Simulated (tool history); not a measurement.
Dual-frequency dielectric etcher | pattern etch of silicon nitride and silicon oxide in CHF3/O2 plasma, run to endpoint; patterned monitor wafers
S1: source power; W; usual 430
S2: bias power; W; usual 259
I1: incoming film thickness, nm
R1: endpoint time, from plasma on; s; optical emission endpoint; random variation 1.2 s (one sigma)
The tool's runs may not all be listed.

run,day,S1,S2,I1,R1
1,0.000,430,259,245.7,154.0
2,1.088,430,230,245.5,162.4
3,2.129,430,230,242.7,158.2
4,2.912,430,230,242.9,160.3
5,3.562,430,259,245.4,154.6
6,7.950,500,229,243.6,148.7
7,9.404,500,229,243.4,148.3
8,12.421,500,229,242.3,148.4
9,13.396,520,259,242.5,138.8
10,14.258,430,213,242.6,163.7
11,15.217,430,213,242.3,163.4
12,16.217,430,259,245.2,152.4
13,18.988,340,307,243.1,159.7
14,20.262,360,315,243.8,150.8
15,21.167,350,259,241.2,164.0
16,22.092,510,276,244.7,137.8
17,22.708,430,292,241.2,141.9
18,26.492,500,229,241.9,147.8
19,27.579,370,202,241.2,179.1
20,28.812,330,259,242.3,171.1
21,29.925,520,206,246.3,156.5
22,31.246,370,202,244.4,179.5

Not shown: 5 entries that the log had between the listed runs. Between which runs, and how does the tool's hidden state differ before and after?
Between runs 6 and 7: wet clean of the chamber (day 9.383)
  no hidden state differs between the two runs
Between runs 7 and 8: upper electrode replaced (day 11.912)
  no hidden state differs between the two runs
Between runs 12 and 13: bias power generator calibrated (day 17.921)
  no hidden state differs between the two runs
Between runs 13 and 14: source power generator calibrated (day 19.817)
  no hidden state differs between the two runs
Between runs 21 and 22: wet clean of the chamber (day 31.225)
  no hidden state differs between the two runs
